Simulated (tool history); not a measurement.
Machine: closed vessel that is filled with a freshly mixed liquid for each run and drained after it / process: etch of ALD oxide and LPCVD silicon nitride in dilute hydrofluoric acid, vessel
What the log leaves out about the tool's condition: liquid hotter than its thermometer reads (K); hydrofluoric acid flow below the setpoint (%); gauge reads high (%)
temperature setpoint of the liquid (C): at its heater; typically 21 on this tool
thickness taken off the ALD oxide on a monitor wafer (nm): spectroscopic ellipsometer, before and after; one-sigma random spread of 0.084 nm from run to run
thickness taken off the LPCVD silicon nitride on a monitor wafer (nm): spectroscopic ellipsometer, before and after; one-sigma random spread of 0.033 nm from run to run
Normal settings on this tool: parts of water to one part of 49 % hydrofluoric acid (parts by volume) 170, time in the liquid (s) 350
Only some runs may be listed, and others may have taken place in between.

run   hour  temperature setpoint of the liquid (C)  parts of water to one part of 49 % hydrofluoric acid (parts by volume)  time in the liquid (s)  wafers since the last listed run  hours since the thermometer was replaced  hours since the hydrofluoric acid flow meter was replaced  hours since the gauge calibration  read-back film thickness of the ALD oxide reference wafer, read on the same gauge (nm)  read-back film thickness of the LPCVD silicon nitride reference wafer, read on the same gauge (nm)  thickness taken off the ALD oxide on a monitor wafer (nm)  thickness taken off the LPCVD silicon nitride on a monitor wafer (nm)
  1      0                                      21                                                                     170                     350                                 0                                    2330.1                                                      745.7                              261.5                                                                                  139.98                                                                                              50.005                                                      15.31                                                                  0.737
  2   14.4                                      21                                                                     170                     350                               779                                    2344.5                                                      760.1                              275.9                                                                                  140.01                                                                                              50.029                                                      15.35                                                                  0.883
  3   23.7                                      21                                                                     170                     350                               503                                    2353.8                                                      769.4                              285.2                                                                                  139.99                                                                                               50.01                                                       15.3                                                                  0.821
  4   30.4                                      21                                                                     170                     350                               362                                    2360.5                                                      776.1                              291.9                                                                                  140.01                                                                                              50.015                                                      15.18                                                                  0.752
  5   46.4                                      21                                                                     170                     350                               866                                    2376.5                                                      792.1                              307.9                                                                                  140.01                                                                                              50.004                                                      15.26                                                                  0.825
  6   52.7                                      21                                                                     170                     350                               341                                    2382.8                                                      798.4                              314.2                                                                                  140.01                                                                                              50.007                                                      15.29                                                                  0.783
      54.9  -- hydrofluoric acid flow meter replaced
  7   70.7                                      21                                                                     170                     350                               920                                    2400.8                                                       15.8                              332.2                                                                                     140                                                                                              49.992                                                      15.79                                                                  0.864
  8   87.6                                      21                                                                     170                     350                               914                                    2417.7                                                       32.7                              349.1                                                                                  140.01                                                                                              49.997                                                      15.76                                                                  0.804
  9   94.9                                    23.5                                                                     170                     530                               395                                      2425                                                         40                              356.4                                                                                  139.99                                                                                              50.021                                                       26.4                                                                   1.42
 10  103.5                                      21                                                                     170                     290                               465                                    2433.6                                                       48.6                                365                                                                                     140                                                                                              50.007                                                      13.18                                                                  0.671
 11  139.6                                    17.5                                                                     125                     350                              1954                                    2469.7                                                       84.7                              401.1                                                                                  140.03                                                                                              50.006                                                      19.64                                                                  0.857
 12  149.4                                      24                                                                     170                     350                               530                                    2479.5                                                       94.5                              410.9                                                                                  140.01                                                                                              50.003                                                      17.78                                                                  0.905
 13  166.7                                      21                                                                     170                     500                               936                                    2496.8                                                      111.8                              428.2                                                                                     140                                                                                              49.981                                                      22.42                                                                  1.173
 14    180                                      21                                                                     205                     480                               720                                    2510.1                                                      125.1                              441.5                                                                                  140.01                                                                                              49.993                                                      17.31                                                                  0.975
     189.9  -- gauge calibrated
 15  227.3                                      21                                                                     220                     350                              2560                                    2557.4                                                      172.4                               37.4                                                                                  139.99                                                                                              49.981                                                      11.46                                                                  0.675
     230.2  -- thermometer replaced
 16  243.7                                      21                                                                     170                     350                               833                                      13.5                                                      188.8                               53.8                                                                                  139.99                                                                                              50.006                                                      15.62                                                                    0.8
 17  254.3                                      21                                                                     170                     350                               573                                      24.1                                                      199.4                               64.4                                                                                  139.98                                                                                              50.006                                                      15.72                                                                  0.831
 18  272.3                                      21                                                                     240                     505                               974                                      42.1                                                      217.4                               82.4                                                                                  139.98                                                                                              49.988                                                      14.94                                                                  0.821
 19  283.2                                      17                                                                     205                     350                               590                                        53                                                      228.3                               93.3                                                                                     140                                                                                              50.025                                                      10.71                                                                  0.524
 20  290.2                                      19                                                                     170                     215                               378                                        60                                                      235.3                              100.3                                                                                  140.01                                                                                              49.976                                                       8.95                                                                  0.473
 21  306.9                                      21                                                                     105                     435                               904                                      76.7                                                        252                                117                                                                                  139.99                                                                                              49.992                                                      33.95                                                                  1.571
 22  315.8                                    17.5                                                                     100                     210                               481                                      85.6                                                      260.9                              125.9                                                                                  139.99                                                                                              49.964                                                      14.91                                                                  0.627
 23  331.8                                      21                                                                     170                     350                               866                                     101.6                                                      276.9                              141.9                                                                                  140.01                                                                                              50.012                                                      15.54                                                                  0.829
 24  349.5                                      24                                                                     220                     150                               958                                     119.3                                                      294.6                              159.6                                                                                  140.01                                                                                              50.008                                                       5.53                                                                  0.334
 25  358.3                                    23.5                                                                     170                     350                               476                                     128.1                                                      303.4                              168.4                                                                                  140.01                                                                                              49.991                                                      17.29                                                                  0.932

The tool's hidden state at each run:
liquid hotter than its thermometer reads (K): 0 on each run
gauge reads high (%): 0 on each run
H1: hydrofluoric acid flow below the setpoint (%)
run     H1
  1   3.56
  2   3.63
  3   3.67
  4    3.7
  5   3.77
  6    3.8
  7  0.352
  8  0.428
  9  0.461
 10    0.5
 11  0.663
 12  0.707
 13  0.785
 14  0.845
 15   1.06
 16   1.13
 17   1.18
 18   1.26
 19   1.31
 20   1.34
 21   1.42
 22   1.46
 23   1.53
 24   1.61
 25   1.65

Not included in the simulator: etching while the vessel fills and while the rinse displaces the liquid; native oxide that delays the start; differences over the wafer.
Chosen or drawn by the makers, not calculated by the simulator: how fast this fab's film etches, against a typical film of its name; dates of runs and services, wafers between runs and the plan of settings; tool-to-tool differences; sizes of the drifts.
